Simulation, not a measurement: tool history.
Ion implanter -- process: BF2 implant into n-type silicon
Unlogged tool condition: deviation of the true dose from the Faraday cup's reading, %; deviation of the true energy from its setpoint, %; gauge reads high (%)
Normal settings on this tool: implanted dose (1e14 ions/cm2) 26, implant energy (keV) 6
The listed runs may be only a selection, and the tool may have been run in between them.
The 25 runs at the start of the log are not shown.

| run | hour | implanted dose (1e14 ions/cm2) | implant energy (keV) | wafers since the last listed run | hours since the last dose calibration | hours since the extraction supply was calibrated | hours since the gauge calibration | read-back reference wafer on the same gauge, sheet resistance | sheet resistance of the implanted and annealed layer (ohm/square) |
|---|---|---|---|---|---|---|---|---|---|
| 26 | 2230.4 | 26 | 7.5 | 2475 | 465.5 | 6451.8 | 929.2 | 184.93 | 202.37 |
| 27 | 2309.8 | 23.15 | 4.5 | 1314 | 544.9 | 6531.2 | 1008.6 | 184.98 | 226.25 |
|  | 2319.3 | extraction supply calibrated |
| 28 | 2365.6 | 32.06 | 7 | 791 | 600.7 | 46.3 | 1064.4 | 184.87 | 207.37 |
| 29 | 2414.3 | 26 | 6 | 806 | 649.4 | 95 | 1113.1 | 185.16 | 214.48 |
| 30 | 2452.3 | 31.29 | 5.5 | 629 | 687.4 | 133 | 1151.1 | 184.87 | 219.54 |
| 31 | 2533.2 | 29.87 | 7.5 | 1339 | 768.3 | 213.9 | 1232 | 185.03 | 203.78 |
| 32 | 2607.5 | 18.93 | 6.5 | 1230 | 842.6 | 288.2 | 1306.3 | 185.05 | 207.49 |
| 33 | 2707.5 | 26 | 8 | 1655 | 942.6 | 388.2 | 1406.3 | 184.96 | 200.29 |
| 34 | 2785.6 | 28.81 | 4.5 | 1292 | 1020.7 | 466.3 | 1484.4 | 185.05 | 230.91 |
|  | 2850.5 | gauge calibrated |
| 35 | 2875.1 | 29.69 | 5.5 | 1481 | 1110.2 | 555.8 | 24.6 | 184.96 | 219.74 |
| 36 | 2963.6 | 32.06 | 7 | 1465 | 1198.7 | 644.3 | 113.1 | 185.01 | 207.63 |
| 37 | 3057.3 | 20.01 | 6 | 1551 | 1292.4 | 738 | 206.8 | 185.12 | 214.07 |

Alternative continuations, all from the tool just after run 37; predict every row:
| A | 3057.7 | 31.34 | 6 | 6 | 1292.8 | 738.4 | 207.2 | ? | ? |
| B | 3057.7 | 29.1 | 5.5 | 6 | 1292.8 | 738.4 | 207.2 | ? | ? |
| C | 3057.7 | 31.48 | 7.5 | 6 | 1292.8 | 738.4 | 207.2 | ? | ? |

| run | read-back reference wafer on the same gauge, sheet resistance | sheet resistance of the implanted and annealed layer (ohm/square) |
|---|---|---|
| A | 185.23 | 215.51 |
| B | 185.23 | 219.76 |
| C | 185.23 | 203.27 |
With the hidden condition removed and each run's random variation left untouched, the same runs would have given:
| run | sheet resistance of the implanted and annealed layer (ohm/square) |
|---|---|
| A | 215.51 |
| B | 219.76 |
| C | 203.27 |
